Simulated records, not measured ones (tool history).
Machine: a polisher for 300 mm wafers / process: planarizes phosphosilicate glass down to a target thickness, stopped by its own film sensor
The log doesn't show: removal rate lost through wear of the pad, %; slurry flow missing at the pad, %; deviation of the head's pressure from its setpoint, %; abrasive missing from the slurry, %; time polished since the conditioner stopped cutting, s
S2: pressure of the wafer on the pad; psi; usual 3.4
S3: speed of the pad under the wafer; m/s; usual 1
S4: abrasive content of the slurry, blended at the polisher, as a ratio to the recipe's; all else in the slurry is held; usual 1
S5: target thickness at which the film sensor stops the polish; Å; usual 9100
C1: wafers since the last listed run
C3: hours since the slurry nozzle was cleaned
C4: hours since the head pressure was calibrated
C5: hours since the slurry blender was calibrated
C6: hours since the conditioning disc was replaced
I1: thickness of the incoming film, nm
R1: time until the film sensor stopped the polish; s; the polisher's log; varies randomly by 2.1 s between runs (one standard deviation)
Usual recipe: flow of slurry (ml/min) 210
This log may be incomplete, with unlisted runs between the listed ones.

{"run": 1, "hour": 0.0, "flow of slurry (ml/min)": 210, "S2": 3.4, "S3": 0.74, "S4": 1, "S5": 6230, "C1": 0, "wafers polished on this pad": 638, "C3": 208.8, "C4": 348, "C5": 78.2, "C6": 88.7, "I1": 2125.6, "R1": 255.1}
{"hour": 30.2, "done": "worn pad replaced by a new one"}
{"run": 2, "hour": 30.7, "flow of slurry (ml/min)": 160, "S2": 3.4, "S3": 1, "S4": 1, "S5": 9100, "C1": 234, "wafers polished on this pad": 4, "C3": 239.5, "C4": 378.7, "C5": 108.9, "C6": 119.4, "I1": 2087.8, "R1": 148.3}
{"run": 3, "hour": 49.3, "flow of slurry (ml/min)": 210, "S2": 3.4, "S3": 1, "S4": 1.2, "S5": 9100, "C1": 163, "wafers polished on this pad": 167, "C3": 258.1, "C4": 397.3, "C5": 127.5, "C6": 138, "I1": 2125.7, "R1": 140.3}
{"hour": 59.4, "done": "slurry nozzle cleaned"}
{"run": 4, "hour": 70.4, "flow of slurry (ml/min)": 210, "S2": 3.4, "S3": 1, "S4": 1.2, "S5": 9100, "C1": 176, "wafers polished on this pad": 344, "C3": 11, "C4": 418.4, "C5": 148.6, "C6": 159.1, "I1": 2120.7, "R1": 138.3}
{"run": 5, "hour": 104.9, "flow of slurry (ml/min)": 210, "S2": 3.4, "S3": 1, "S4": 1.2, "S5": 9100, "C1": 302, "wafers polished on this pad": 646, "C3": 45.5, "C4": 452.9, "C5": 183.1, "C6": 193.6, "I1": 2129.8, "R1": 153.5}
{"run": 6, "hour": 133.9, "flow of slurry (ml/min)": 175, "S2": 3.4, "S3": 1, "S4": 1, "S5": 9100, "C1": 254, "wafers polished on this pad": 901, "C3": 74.5, "C4": 481.9, "C5": 212.1, "C6": 222.6, "I1": 2074.7, "R1": 160.8}
{"hour": 142.6, "done": "worn pad replaced by a new one"}
{"run": 7, "hour": 163.7, "flow of slurry (ml/min)": 175, "S2": 3.4, "S3": 1, "S4": 1, "S5": 9100, "C1": 226, "wafers polished on this pad": 184, "C3": 104.3, "C4": 511.7, "C5": 241.9, "C6": 252.4, "I1": 2098.3, "R1": 155.1}
{"run": 8, "hour": 179.4, "flow of slurry (ml/min)": 175, "S2": 3.4, "S3": 1, "S4": 1, "S5": 9100, "C1": 137, "wafers polished on this pad": 322, "C3": 120, "C4": 527.4, "C5": 257.6, "C6": 268.1, "I1": 2123.4, "R1": 165.8}
{"run": 9, "hour": 194.8, "flow of slurry (ml/min)": 210, "S2": 3.4, "S3": 1, "S4": 1, "S5": 9100, "C1": 135, "wafers polished on this pad": 457, "C3": 135.4, "C4": 542.8, "C5": 273, "C6": 283.5, "I1": 2126.8, "R1": 157.9}
{"run": 10, "hour": 230.2, "flow of slurry (ml/min)": 210, "S2": 3.4, "S3": 1, "S4": 1, "S5": 11020, "C1": 310, "wafers polished on this pad": 768, "C3": 170.8, "C4": 578.2, "C5": 308.4, "C6": 318.9, "I1": 2100.1, "R1": 143.2}
{"hour": 249.8, "done": "worn pad replaced by a new one"}
{"run": 11, "hour": 254.8, "flow of slurry (ml/min)": 210, "S2": 3.4, "S3": 1, "S4": 1, "S5": 11020, "C1": 180, "wafers polished on this pad": 44, "C3": 195.4, "C4": 602.8, "C5": 333, "C6": 343.5, "I1": 2112.1, "R1": 122}
{"hour": 264.9, "done": "conditioning disc replaced and pad reconditioned"}
{"run": 12, "hour": 267.7, "flow of slurry (ml/min)": 175, "S2": 3.4, "S3": 1, "S4": 1, "S5": 9100, "C1": 95, "wafers polished on this pad": 139, "C3": 208.3, "C4": 615.7, "C5": 345.9, "C6": 2.8, "I1": 2081.9, "R1": 148.7}
{"hour": 290.7, "done": "slurry blender recalibrated"}
{"run": 13, "hour": 291.2, "flow of slurry (ml/min)": 250, "S2": 2.8, "S3": 1, "S4": 1.15, "S5": 5700, "C1": 188, "wafers polished on this pad": 328, "C3": 231.8, "C4": 639.2, "C5": 0.5, "C6": 26.3, "I1": 2110.2, "R1": 217.3}
{"run": 14, "hour": 313.8, "flow of slurry (ml/min)": 210, "S2": 4.5, "S3": 0.84, "S4": 1, "S5": 9100, "C1": 198, "wafers polished on this pad": 526, "C3": 254.4, "C4": 661.8, "C5": 23.1, "C6": 48.9, "I1": 2112.6, "R1": 138}
{"run": 15, "hour": 346.1, "flow of slurry (ml/min)": 210, "S2": 3.4, "S3": 1, "S4": 1.3, "S5": 9100, "C1": 283, "wafers polished on this pad": 810, "C3": 286.7, "C4": 694.1, "C5": 55.4, "C6": 81.2, "I1": 2106.3, "R1": 151.3}
{"hour": 359.1, "done": "worn pad replaced by a new one"}
{"run": 16, "hour": 359.6, "flow of slurry (ml/min)": 210, "S2": 4.4, "S3": 1, "S4": 0.8, "S5": 9100, "C1": 83, "wafers polished on this pad": 4, "C3": 300.2, "C4": 707.6, "C5": 68.9, "C6": 94.7, "I1": 2106.3, "R1": 129.5}
{"hour": 386.4, "done": "slurry nozzle cleaned"}
{"run": 17, "hour": 386.9, "flow of slurry (ml/min)": 170, "S2": 2.6, "S3": 1, "S4": 0.8, "S5": 12620, "C1": 230, "wafers polished on this pad": 234, "C3": 0.5, "C4": 734.9, "C5": 96.2, "C6": 122, "I1": 2135.4, "R1": 162.8}
{"hour": 416.9, "done": "head pressure recalibrated"}
{"run": 18, "hour": 421.4, "flow of slurry (ml/min)": 210, "S2": 3.4, "S3": 1, "S4": 1, "S5": 8000, "C1": 285, "wafers polished on this pad": 520, "C3": 35, "C4": 4.5, "C5": 130.7, "C6": 156.5, "I1": 2108.6, "R1": 172.7}
{"run": 19, "hour": 444.9, "flow of slurry (ml/min)": 210, "S2": 3.4, "S3": 1, "S4": 0.7, "S5": 9100, "C1": 206, "wafers polished on this pad": 726, "C3": 58.5, "C4": 28, "C5": 154.2, "C6": 180, "I1": 2086.9, "R1": 195.2}
{"hour": 468.5, "done": "worn pad replaced by a new one"}
{"run": 20, "hour": 475.0, "flow of slurry (ml/min)": 210, "S2": 3.4, "S3": 1, "S4": 1, "S5": 9100, "C1": 229, "wafers polished on this pad": 57, "C3": 88.6, "C4": 58.1, "C5": 184.3, "C6": 210.1, "I1": 2094.3, "R1": 144.6}
{"run": 21, "hour": 500.6, "flow of slurry (ml/min)": 210, "S2": 3.4, "S3": 1, "S4": 1, "S5": 9100, "C1": 224, "wafers polished on this pad": 281, "C3": 114.2, "C4": 83.7, "C5": 209.9, "C6": 235.7, "I1": 2115.5, "R1": 153.2}
{"run": 22, "hour": 519.8, "flow of slurry (ml/min)": 210, "S2": 3, "S3": 0.78, "S4": 1, "S5": 9100, "C1": 168, "wafers polished on this pad": 450, "C3": 133.4, "C4": 102.9, "C5": 229.1, "C6": 254.9, "I1": 2085.2, "R1": 209.1}
{"run": 23, "hour": 538.6, "flow of slurry (ml/min)": 210, "S2": 3.4, "S3": 1, "S4": 1, "S5": 9100, "C1": 165, "wafers polished on this pad": 615, "C3": 152.2, "C4": 121.7, "C5": 247.9, "C6": 273.7, "I1": 2105.7, "R1": 159}
{"run": 24, "hour": 555.5, "flow of slurry (ml/min)": 180, "S2": 4.6, "S3": 0.74, "S4": 1, "S5": 6640, "C1": 148, "wafers polished on this pad": 763, "C3": 169.1, "C4": 138.6, "C5": 264.8, "C6": 290.6, "I1": 2106.7, "R1": 189.8}

How would selected steps in R1 from run to run divide? Give the signed amount a tool lacking its hidden state would still show from settings, what came in and random variation, and the signed amount left for the hidden state, including any gauge scatter that is not in both of the compared results.
Run 1 -> 2: flow of slurry (ml/min) 210 -> 160, S3 0.74 -> 1, S5 6230 -> 9100, worn pad replaced by a new one. R1 -106.8 s: hidden state -24.5, all else -82.3.
Run 13 -> 14: flow of slurry (ml/min) 250 -> 210, S2 2.8 -> 4.5, S3 1 -> 0.84, S4 1.15 -> 1, S5 5700 -> 9100. R1 -79.3 s: hidden state -0.5, all else -78.8.
Run 19 -> 20: S4 0.7 -> 1, worn pad replaced by a new one. R1 -50.6 s: hidden state -21.1, all else -29.5.
